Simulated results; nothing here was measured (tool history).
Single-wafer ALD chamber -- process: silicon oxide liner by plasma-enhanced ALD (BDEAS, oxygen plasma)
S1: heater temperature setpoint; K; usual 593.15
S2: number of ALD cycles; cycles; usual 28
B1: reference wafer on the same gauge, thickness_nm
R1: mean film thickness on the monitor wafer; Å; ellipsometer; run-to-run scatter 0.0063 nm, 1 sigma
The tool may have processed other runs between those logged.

run 1 hour=0.0 | S1=593.15 S2=24 | B1=2.852 | R1=21.63
run 2 hour=20.3 | S1=586.15 S2=28 | B1=2.846 | R1=25.24
run 3 hour=46.0 | S1=593.15 S2=28 | B1=2.848 | R1=25.06
run 4 hour=62.3 | S1=593.15 S2=28 | B1=2.845 | R1=25.09
run 5 hour=93.2 | S1=593.15 S2=28 | B1=2.844 | R1=25.09
run 6 hour=125.7 | S1=593.15 S2=28 | B1=2.838 | R1=25.01
run 7 hour=146.7 | S1=593.15 S2=28 | B1=2.836 | R1=25.05
run 8 hour=182.2 | S1=593.15 S2=28 | B1=2.836 | R1=24.97
run 9 hour=212.2 | S1=593.15 S2=28 | B1=2.829 | R1=24.91
run 10 hour=247.8 | S1=593.15 S2=28 | B1=2.826 | R1=24.90
run 11 hour=279.5 | S1=593.15 S2=28 | B1=2.826 | R1=25.02
run 12 hour=293.2 | S1=593.15 S2=28 | B1=2.822 | R1=24.84
run 13 hour=384.1 | S1=605.15 S2=28 | B1=2.823 | R1=24.49
run 14 hour=410.4 | S1=605.15 S2=28 | B1=2.818 | R1=24.45
run 15 hour=446.3 | S1=593.15 S2=28 | B1=2.818 | R1=24.76
run 16 hour=470.5 | S1=593.15 S2=28 | B1=2.816 | R1=24.91
-- hour=568.6 thermocouple changed; heater temperature recalibrated
run 17 hour=574.4 | S1=593.15 S2=28 | B1=2.813 | R1=24.74
run 18 hour=591.5 | S1=585.15 S2=28 | B1=2.812 | R1=25.04
run 19 hour=618.8 | S1=585.15 S2=28 | B1=2.813 | R1=25.03
run 20 hour=640.5 | S1=593.15 S2=28 | B1=2.810 | R1=24.74
run 21 hour=662.3 | S1=583.15 S2=26 | B1=2.808 | R1=23.23
run 22 hour=693.0 | S1=598.15 S2=24 | B1=2.810 | R1=21.03
run 23 hour=712.9 | S1=593.15 S2=28 | B1=2.808 | R1=24.68
run 24 hour=744.7 | S1=585.15 S2=26 | B1=2.809 | R1=23.22
run 25 hour=770.2 | S1=602.15 S2=24 | B1=2.809 | R1=21.01
run 26 hour=794.7 | S1=586.15 S2=26 | B1=2.802 | R1=23.17
run 27 hour=825.8 | S1=593.15 S2=30 | B1=2.805 | R1=26.50
run 28 hour=855.1 | S1=593.15 S2=28 | B1=2.804 | R1=24.74
run 29 hour=869.1 | S1=584.15 S2=28 | B1=2.804 | R1=25.02
run 30 hour=903.3 | S1=579.15 S2=23 | B1=2.803 | R1=20.67
-- hour=926.7 gauge calibrated
run 31 hour=937.2 | S1=589.15 S2=25 | B1=2.860 | R1=22.74
run 32 hour=959.1 | S1=593.15 S2=28 | B1=2.859 | R1=25.20
run 33 hour=990.6 | S1=593.15 S2=28 | B1=2.856 | R1=25.12
run 34 hour=1018.7 | S1=593.15 S2=28 | B1=2.849 | R1=25.03
run 35 hour=1031.3 | S1=580.15 S2=30 | B1=2.848 | R1=27.18
run 36 hour=1060.7 | S1=593.15 S2=28 | B1=2.844 | R1=25.09
run 37 hour=1155.1 | S1=593.15 S2=28 | B1=2.831 | R1=24.89
run 38 hour=1182.8 | S1=598.15 S2=32 | B1=2.824 | R1=28.19
run 39 hour=1218.0 | S1=600.15 S2=25 | B1=2.821 | R1=21.99

3 options for the next run, each taken on its own from the tool as it stands now. Forecast them:
run A hour=1218.4 | S1=593.15 S2=28 | B1=? | R1=?
run B hour=1218.4 | S1=599.15 S2=28 | B1=? | R1=?
run C hour=1218.4 | S1=593.15 S2=25 | B1=? | R1=?

run=A B1=2.821 R1=24.83
run=B B1=2.821 R1=24.64
run=C B1=2.821 R1=22.17
With no hidden state in the tool, these same runs would have given:
run=A R1=25.26
run=B R1=25.07
run=C R1=22.55
